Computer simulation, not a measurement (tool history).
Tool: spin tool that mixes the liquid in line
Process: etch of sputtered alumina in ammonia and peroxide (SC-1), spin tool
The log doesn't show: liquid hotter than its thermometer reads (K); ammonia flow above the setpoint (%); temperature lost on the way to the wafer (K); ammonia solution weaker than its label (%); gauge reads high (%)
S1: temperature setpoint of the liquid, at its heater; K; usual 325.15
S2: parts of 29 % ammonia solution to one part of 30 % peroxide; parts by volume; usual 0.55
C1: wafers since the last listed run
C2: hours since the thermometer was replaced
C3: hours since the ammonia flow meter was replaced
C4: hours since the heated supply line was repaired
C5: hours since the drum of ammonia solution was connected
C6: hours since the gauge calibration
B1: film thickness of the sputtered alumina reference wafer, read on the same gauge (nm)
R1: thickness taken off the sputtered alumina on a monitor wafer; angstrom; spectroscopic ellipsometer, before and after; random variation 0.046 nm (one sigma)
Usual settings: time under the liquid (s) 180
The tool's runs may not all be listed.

Run 1, hour 0: usual settings; C1 0; C2 2681.8; C3 1536.7; C4 740.4; C5 133.8; C6 285.8; B1 50.01. Result: R1 74.4 angstrom.
Run 2, hour 57.8: usual settings but S1 320.65 K, S2 0.85 parts by volume, time under the liquid (s) 90; C1 268; C2 2739.6; C3 1594.5; C4 798.2; C5 191.6; C6 343.6; B1 50. Result: R1 30 angstrom.
Run 3, hour 108.7: usual settings but S1 328.15 K, S2 0.8 parts by volume; C1 236; C2 2790.5; C3 1645.4; C4 849.1; C5 242.5; C6 394.5; B1 49.99. Result: R1 90.1 angstrom.
Run 4, hour 151.4: usual settings; C1 198; C2 2833.2; C3 1688.1; C4 891.8; C5 285.2; C6 437.2; B1 50. Result: R1 72.7 angstrom.
Run 5, hour 199.7: usual settings; C1 224; C2 2881.5; C3 1736.4; C4 940.1; C5 333.5; C6 485.5; B1 50.01. Result: R1 72.8 angstrom.
At hour 213.9: thermometer replaced.
Run 6, hour 269.1: usual settings but S1 317.65 K, time under the liquid (s) 225; C1 317; C2 55.2; C3 1805.8; C4 1009.5; C5 402.9; C6 554.9; B1 50.01. Result: R1 62.8 angstrom.
At hour 272.6: new drum of ammonia solution connected.
Run 7, hour 313.2: usual settings but S1 329.15 K, S2 0.75 parts by volume; C1 200; C2 99.3; C3 1849.9; C4 1053.6; C5 40.6; C6 599; B1 49.99. Result: R1 95.8 angstrom.
At hour 377.7: ammonia flow meter replaced.
Run 8, hour 378.2: usual settings but S1 334.15 K, S2 0.7 parts by volume; C1 297; C2 164.3; C3 0.5; C4 1118.6; C5 105.6; C6 664; B1 50. Result: R1 124.7 angstrom.
Run 9, hour 414.6: usual settings but S1 320.15 K, time under the liquid (s) 255; C1 169; C2 200.7; C3 36.9; C4 1155; C5 142; C6 700.4; B1 50. Result: R1 81.7 angstrom.
Run 10, hour 467.7: usual settings; C1 246; C2 253.8; C3 90; C4 1208.1; C5 195.1; C6 753.5; B1 50. Result: R1 75.6 angstrom.
At hour 481.8: heated supply line repaired.
Run 11, hour 505.7: usual settings but S2 0.3 parts by volume; C1 171; C2 291.8; C3 128; C4 23.9; C5 233.1; C6 791.5; B1 50.02. Result: R1 72.3 angstrom.
At hour 524.3: thermometer replaced, repeated, since the last time left the tool worse.
Run 12, hour 539.7: usual settings but S2 0.7 parts by volume, time under the liquid (s) 270; C1 153; C2 15.4; C3 162; C4 57.9; C5 267.1; C6 825.5; B1 50.02. Result: R1 111.2 angstrom.
Run 13, hour 580.9: usual settings but S1 331.65 K, S2 0.7 parts by volume; C1 191; C2 56.6; C3 203.2; C4 99.1; C5 308.3; C6 866.7; B1 50. Result: R1 102.3 angstrom.
Run 14, hour 622.2: usual settings but time under the liquid (s) 140; C1 191; C2 97.9; C3 244.5; C4 140.4; C5 349.6; C6 908; B1 50.01. Result: R1 55.5 angstrom.
Run 15, hour 661.4: usual settings but S1 321.15 K, S2 0.7 parts by volume, time under the liquid (s) 245; C1 182; C2 137.1; C3 283.7; C4 179.6; C5 388.8; C6 947.2; B1 49.99. Result: R1 80.7 angstrom.
At hour 676.8: new drum of ammonia solution connected.
Run 16, hour 713.4: usual settings but S1 329.65 K, S2 0.85 parts by volume, time under the liquid (s) 120; C1 236; C2 189.1; C3 335.7; C4 231.6; C5 36.6; C6 999.2; B1 50.01. Result: R1 62.8 angstrom.
Run 17, hour 756.7: usual settings but S2 0.75 parts by volume, time under the liquid (s) 250; C1 201; C2 232.4; C3 379; C4 274.9; C5 79.9; C6 1042.5; B1 49.99. Result: R1 103.5 angstrom.
Run 18, hour 789.7: usual settings but S1 329.15 K, S2 0.3 parts by volume, time under the liquid (s) 210; C1 153; C2 265.4; C3 412; C4 307.9; C5 112.9; C6 1075.5; B1 50.01. Result: R1 98.2 angstrom.
Run 19, hour 856: usual settings but S1 334.65 K, S2 0.65 parts by volume, time under the liquid (s) 280; C1 307; C2 331.7; C3 478.3; C4 374.2; C5 179.2; C6 1141.8; B1 50.02. Result: R1 186.5 angstrom.
Run 20, hour 920.8: usual settings but S1 316.65 K; C1 300; C2 396.5; C3 543.1; C4 439; C5 244; C6 1206.6; B1 49.99. Result: R1 44.7 angstrom.
Run 21, hour 969.8: usual settings; C1 227; C2 445.5; C3 592.1; C4 488; C5 293; C6 1255.6; B1 50.01. Result: R1 71.3 angstrom.
Run 22, hour 1032.2: usual settings but S1 333.65 K, time under the liquid (s) 285; C1 289; C2 507.9; C3 654.5; C4 550.4; C5 355.4; C6 1318; B1 50.01. Result: R1 178.4 angstrom.
At hour 1045.7: gauge calibrated.
Run 23, hour 1081.5: usual settings but S1 320.65 K, S2 0.8 parts by volume, time under the liquid (s) 260; C1 228; C2 557.2; C3 703.8; C4 599.7; C5 404.7; C6 35.8; B1 50. Result: R1 84.2 angstrom.

5 ways to go on from here, each from the tool as it stands after run 23. What would each give?
Run A, hour 1082: usual settings; C1 2; C2 557.7; C3 704.3; C4 600.2; C5 405.2; C6 36.3; B1 ?. Result: R1 ?.
Run B, hour 1082: usual settings but S1 319.65 K, time under the liquid (s) 145; C1 2; C2 557.7; C3 704.3; C4 600.2; C5 405.2; C6 36.3; B1 ?. Result: R1 ?.
Run C, hour 1082: usual settings but S1 320.15 K, S2 0.75 parts by volume, time under the liquid (s) 90; C1 2; C2 557.7; C3 704.3; C4 600.2; C5 405.2; C6 36.3; B1 ?. Result: R1 ?.
Run D, hour 1082: usual settings but S1 315.65 K, S2 0.8 parts by volume, time under the liquid (s) 270; C1 2; C2 557.7; C3 704.3; C4 600.2; C5 405.2; C6 36.3; B1 ?. Result: R1 ?.
Run E, hour 1082: usual settings but time under the liquid (s) 125; C1 2; C2 557.7; C3 704.3; C4 600.2; C5 405.2; C6 36.3; B1 ?. Result: R1 ?.

run     B1    R1
  A  49.97  72.9
  B  49.97  43.4
  C  49.97  28.5
  D  49.97  66.6
  E  49.97  50.7
Without the tool's hidden state the same runs would have given:
run    R1
  A  72.2
  B  42.9
  C  28.2
  D  65.8
  E  50.1

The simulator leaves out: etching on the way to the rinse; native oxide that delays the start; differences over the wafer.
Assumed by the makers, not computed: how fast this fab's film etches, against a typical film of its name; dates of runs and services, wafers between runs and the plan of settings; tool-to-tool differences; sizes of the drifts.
